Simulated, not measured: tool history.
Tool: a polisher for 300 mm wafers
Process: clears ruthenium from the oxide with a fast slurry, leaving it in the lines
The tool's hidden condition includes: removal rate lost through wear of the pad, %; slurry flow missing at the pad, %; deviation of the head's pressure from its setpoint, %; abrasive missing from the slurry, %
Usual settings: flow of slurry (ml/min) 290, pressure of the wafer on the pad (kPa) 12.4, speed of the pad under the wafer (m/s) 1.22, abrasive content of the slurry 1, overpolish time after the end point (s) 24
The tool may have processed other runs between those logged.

run	hour	flow of slurry (ml/min)	pressure of the wafer on the pad (kPa)	speed of the pad under the wafer (m/s)	abrasive content of the slurry	overpolish time after the end point (s)	wafers since the last listed run	wafers polished on this pad	hours since the slurry nozzle was cleaned	hours since the head pressure was calibrated	hours since the slurry blender was calibrated	incoming thickness of the incoming film, nm	time until the end point was called (s)	dishing of a wide line in a test structure (nm)
1	0	290	12.4	1.22	0.9	24	0	315	557.8	1010.8	322	268.9	90	56.2
2	8.7	290	12.4	1.22	0.9	24	96	411	566.5	1019.5	330.7	267.6	92	55.1
3	17.9	290	10.3	1.22	1	24	102	513	575.7	1028.7	339.9	268.3	104.3	51.4
4	27.3	290	12.4	1.48	0.8	24	104	617	585.1	1038.1	349.3	271.4	91.9	58.2
# hour 34.8: worn pad replaced by a new one
5	43	290	12.4	1.48	0.8	24	129	91	600.8	1053.8	365	265.5	91	56.4
6	52.5	290	12.4	1.48	0.8	24	105	196	610.3	1063.3	374.5	269.9	91.6	54.3
7	65.1	290	12.4	1.22	1	24	139	336	622.9	1075.9	387.1	272.6	86.6	64.2
8	72.6	290	12.4	1.22	1	24	83	419	630.4	1083.4	394.6	269.7	88.6	61.2
9	80.4	290	12.4	1.22	1	24	86	506	638.2	1091.2	402.4	271.1	85.9	60.9
10	90.5	290	12.4	0.94	1	24	112	618	648.3	1101.3	412.5	273.8	100.9	53.5
# hour 105.6: worn pad replaced by a new one
11	106.1	290	12.4	0.94	1	24	128	5	663.9	1116.9	428.1	271.6	101.9	53.5
12	122.1	290	12.4	0.94	1	24	177	182	679.9	1132.9	444.1	268.8	97.1	54.8
# hour 138.2: head pressure recalibrated
13	157.1	290	12.4	1.22	1	24	365	548	714.9	18.9	479.1	272.1	86.7	63.1
14	166.1	290	12.4	1.22	1	24	99	648	723.9	27.9	488.1	269	85.4	60.1
# hour 180.1: worn pad replaced by a new one
15	187.1	290	12.4	1.22	1	24	188	77	744.9	48.9	509.1	268.9	86	59.2
# hour 192.5: slurry blender recalibrated
16	198.4	290	12.4	1.22	1	20	103	180	756.2	60.2	5.9	270.4	84	49.9
17	212.9	290	12.4	1.22	1	24	160	341	770.7	74.7	20.4	269.5	86	60.7
18	226.7	205	12.4	1.36	0.9	35	153	494	784.5	88.5	34.2	274.1	92.4	78.3
19	235.8	370	12.4	1.4	1.25	29	100	595	793.6	97.6	43.3	265.9	65.5	88.7
# hour 245.3: slurry nozzle cleaned
# hour 245.5: worn pad replaced by a new one
20	246	290	12.4	1.22	1	18	99	5	0.7	107.8	53.5	265.6	85	49.1
21	253.4	290	15.2	1.22	1	24	82	87	8.1	115.2	60.9	271.6	69.4	75.8
22	267.6	290	9	1.48	1.2	24	157	244	22.3	129.4	75.1	272	93.2	54.9
23	277.7	290	12.4	1.22	1	24	112	356	32.4	139.5	85.2	270.1	84.2	61.5
24	289.4	290	12.4	1.22	1	24	129	486	44.1	151.2	96.9	266.9	86	57.8
25	305.2	290	12.4	0.94	1	24	175	661	59.9	167	112.7	272.5	99	55.2
26	313.3	290	16.5	1.22	1	24	89	751	68	175.1	120.8	268	63.5	74.8
# hour 319.4: worn pad replaced by a new one
27	325.1	290	12.4	1.22	1	37	86	63	79.8	186.9	132.6	272.6	86.2	86.4
28	331.1	375	15.2	1.22	0.9	24	66	129	85.8	192.9	138.6	273.8	75.7	64.6

What differs in the tool's unlogged condition from the final listed run ahead of each entry between runs to the first listed run following it?
In the gap between runs 4 and 5: worn pad replaced by a new one (hour 34.8)
  nothing in the hidden state changes from one run to the other
In the gap between runs 10 and 11: worn pad replaced by a new one (hour 105.6)
  nothing in the hidden state changes from one run to the other
In the gap between runs 12 and 13: head pressure recalibrated (hour 138.2)
  nothing in the hidden state changes from one run to the other
In the gap between runs 14 and 15: worn pad replaced by a new one (hour 180.1)
  nothing in the hidden state changes from one run to the other
In the gap between runs 15 and 16: slurry blender recalibrated (hour 192.5)
  nothing in the hidden state changes from one run to the other
In the gap between runs 19 and 20: slurry nozzle cleaned (hour 245.3); worn pad replaced by a new one (hour 245.5)
  nothing in the hidden state changes from one run to the other
In the gap between runs 26 and 27: worn pad replaced by a new one (hour 319.4)
  nothing in the hidden state changes from one run to the other
